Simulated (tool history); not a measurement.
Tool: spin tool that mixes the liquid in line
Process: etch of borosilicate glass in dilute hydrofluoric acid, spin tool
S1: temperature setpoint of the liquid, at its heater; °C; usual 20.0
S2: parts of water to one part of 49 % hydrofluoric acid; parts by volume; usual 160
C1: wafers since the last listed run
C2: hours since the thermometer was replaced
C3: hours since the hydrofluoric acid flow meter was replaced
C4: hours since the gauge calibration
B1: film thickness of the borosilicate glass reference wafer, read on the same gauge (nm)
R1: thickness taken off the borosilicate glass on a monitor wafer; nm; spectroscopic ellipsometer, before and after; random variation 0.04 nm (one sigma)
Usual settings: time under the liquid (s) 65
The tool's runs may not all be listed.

run 1 hour=0.0 | S1=20.0 S2=160 time_under_the_liquid_(s)=65 | C1=0 C2=1577.3 C3=308.9 C4=112.5 | B1=39.96 | R1=7.65
run 2 hour=48.6 | S1=20.0 S2=160 time_under_the_liquid_(s)=65 | C1=377 C2=1625.9 C3=357.5 C4=161.1 | B1=39.99 | R1=7.53
run 3 hour=69.1 | S1=20.0 S2=160 time_under_the_liquid_(s)=65 | C1=159 C2=1646.4 C3=378.0 C4=181.6 | B1=40.00 | R1=7.62
run 4 hour=90.4 | S1=20.0 S2=160 time_under_the_liquid_(s)=65 | C1=165 C2=1667.7 C3=399.3 C4=202.9 | B1=40.03 | R1=7.51
run 5 hour=107.0 | S1=20.0 S2=160 time_under_the_liquid_(s)=65 | C1=128 C2=1684.3 C3=415.9 C4=219.5 | B1=39.98 | R1=7.57
-- hour=118.2 hydrofluoric acid flow meter replaced
run 6 hour=123.2 | S1=20.0 S2=160 time_under_the_liquid_(s)=65 | C1=118 C2=1700.5 C3=5.0 C4=235.7 | B1=40.00 | R1=7.63
run 7 hour=151.4 | S1=20.0 S2=100 time_under_the_liquid_(s)=65 | C1=218 C2=1728.7 C3=33.2 C4=263.9 | B1=39.99 | R1=12.86
run 8 hour=182.7 | S1=20.0 S2=100 time_under_the_liquid_(s)=65 | C1=243 C2=1760.0 C3=64.5 C4=295.2 | B1=40.03 | R1=12.99
run 9 hour=213.3 | S1=20.0 S2=100 time_under_the_liquid_(s)=65 | C1=237 C2=1790.6 C3=95.1 C4=325.8 | B1=40.03 | R1=12.83
run 10 hour=239.5 | S1=20.0 S2=160 time_under_the_liquid_(s)=90 | C1=203 C2=1816.8 C3=121.3 C4=352.0 | B1=40.01 | R1=10.42
run 11 hour=274.6 | S1=20.0 S2=160 time_under_the_liquid_(s)=90 | C1=272 C2=1851.9 C3=156.4 C4=387.1 | B1=39.98 | R1=10.49
run 12 hour=307.9 | S1=17.0 S2=160 time_under_the_liquid_(s)=30 | C1=258 C2=1885.2 C3=189.7 C4=420.4 | B1=40.03 | R1=3.12
run 13 hour=340.5 | S1=17.0 S2=85 time_under_the_liquid_(s)=65 | C1=253 C2=1917.8 C3=222.3 C4=453.0 | B1=40.02 | R1=13.47
run 14 hour=366.3 | S1=20.0 S2=160 time_under_the_liquid_(s)=65 | C1=200 C2=1943.6 C3=248.1 C4=478.8 | B1=39.99 | R1=7.60
-- hour=377.8 thermometer replaced
run 15 hour=387.5 | S1=20.0 S2=160 time_under_the_liquid_(s)=65 | C1=156 C2=9.7 C3=269.3 C4=500.0 | B1=40.05 | R1=7.23
run 16 hour=405.0 | S1=24.0 S2=160 time_under_the_liquid_(s)=45 | C1=135 C2=27.2 C3=286.8 C4=517.5 | B1=39.99 | R1=5.90
run 17 hour=419.6 | S1=20.0 S2=160 time_under_the_liquid_(s)=65 | C1=113 C2=41.8 C3=301.4 C4=532.1 | B1=40.02 | R1=7.20
run 18 hour=440.5 | S1=20.0 S2=240 time_under_the_liquid_(s)=65 | C1=162 C2=62.7 C3=322.3 C4=553.0 | B1=39.97 | R1=4.47
run 19 hour=472.6 | S1=17.0 S2=125 time_under_the_liquid_(s)=100 | C1=249 C2=94.8 C3=354.4 C4=585.1 | B1=39.98 | R1=12.98
-- hour=479.8 hydrofluoric acid flow meter replaced
run 20 hour=568.6 | S1=20.0 S2=130 time_under_the_liquid_(s)=85 | C1=737 C2=190.8 C3=88.8 C4=681.1 | B1=39.99 | R1=11.93
-- hour=581.1 thermometer replaced, repeated, since the last time left the tool worse
run 21 hour=583.8 | S1=17.0 S2=130 time_under_the_liquid_(s)=105 | C1=110 C2=2.7 C3=104.0 C4=696.3 | B1=39.96 | R1=14.19
-- hour=600.7 gauge calibrated
run 22 hour=610.7 | S1=18.5 S2=130 time_under_the_liquid_(s)=30 | C1=208 C2=29.6 C3=130.9 C4=10.0 | B1=39.99 | R1=4.29
run 23 hour=636.7 | S1=20.0 S2=105 time_under_the_liquid_(s)=65 | C1=201 C2=55.6 C3=156.9 C4=36.0 | B1=40.00 | R1=12.56
run 24 hour=651.2 | S1=24.0 S2=225 time_under_the_liquid_(s)=50 | C1=112 C2=70.1 C3=171.4 C4=50.5 | B1=40.01 | R1=4.63
run 25 hour=681.7 | S1=17.0 S2=160 time_under_the_liquid_(s)=65 | C1=236 C2=100.6 C3=201.9 C4=81.0 | B1=40.01 | R1=6.87
run 26 hour=713.5 | S1=20.0 S2=160 time_under_the_liquid_(s)=65 | C1=246 C2=132.4 C3=233.7 C4=112.8 | B1=39.95 | R1=7.79
run 27 hour=744.4 | S1=20.0 S2=240 time_under_the_liquid_(s)=25 | C1=239 C2=163.3 C3=264.6 C4=143.7 | B1=40.00 | R1=1.85
run 28 hour=759.9 | S1=18.5 S2=235 time_under_the_liquid_(s)=65 | C1=120 C2=178.8 C3=280.1 C4=159.2 | B1=40.03 | R1=4.70
run 29 hour=785.0 | S1=17.0 S2=160 time_under_the_liquid_(s)=100 | C1=194 C2=203.9 C3=305.2 C4=184.3 | B1=40.05 | R1=10.55
run 30 hour=801.1 | S1=17.5 S2=115 time_under_the_liquid_(s)=45 | C1=125 C2=220.0 C3=321.3 C4=200.4 | B1=39.99 | R1=7.12
run 31 hour=814.9 | S1=20.0 S2=190 time_under_the_liquid_(s)=65 | C1=107 C2=233.8 C3=335.1 C4=214.2 | B1=39.98 | R1=6.34
run 32 hour=844.5 | S1=22.5 S2=85 time_under_the_liquid_(s)=90 | C1=229 C2=263.4 C3=364.7 C4=243.8 | B1=39.97 | R1=24.21
run 33 hour=859.9 | S1=20.0 S2=160 time_under_the_liquid_(s)=65 | C1=119 C2=278.8 C3=380.1 C4=259.2 | B1=39.98 | R1=7.75

Hidden state or all else? Some run-to-run changes of R1, split into what the settings, what came in and random variation would give without the hidden state, and what is left for the hidden state (with any gauge scatter that isn't in both results):
The hidden state here: liquid colder than its thermometer reads (K); hydrofluoric acid flow below the setpoint (%); gauge reads high (%).
Run 12 -> 13: S2 160 -> 85, time under the liquid (s) 30 -> 65. R1 +10.35 nm: hidden state -0.45, all else +10.80.
Run 18 -> 19: S1 20.0 -> 17.0, S2 240 -> 125, time under the liquid (s) 65 -> 100. R1 +8.51 nm: hidden state -0.79, all else +9.30.
Run 20 -> 21: S1 20.0 -> 17.0, time under the liquid (s) 85 -> 105, thermometer replaced, repeated, since the last time left the tool worse. R1 +2.26 nm: hidden state +0.98, all else +1.28.
Run 31 -> 32: S1 20.0 -> 22.5, S2 190 -> 85, time under the liquid (s) 65 -> 90. R1 +17.87 nm: hidden state -0.18, all else +18.05.
Run 32 -> 33: S1 22.5 -> 20.0, S2 85 -> 160, time under the liquid (s) 90 -> 65. R1 -16.46 nm: hidden state +0.17, all else -16.63.

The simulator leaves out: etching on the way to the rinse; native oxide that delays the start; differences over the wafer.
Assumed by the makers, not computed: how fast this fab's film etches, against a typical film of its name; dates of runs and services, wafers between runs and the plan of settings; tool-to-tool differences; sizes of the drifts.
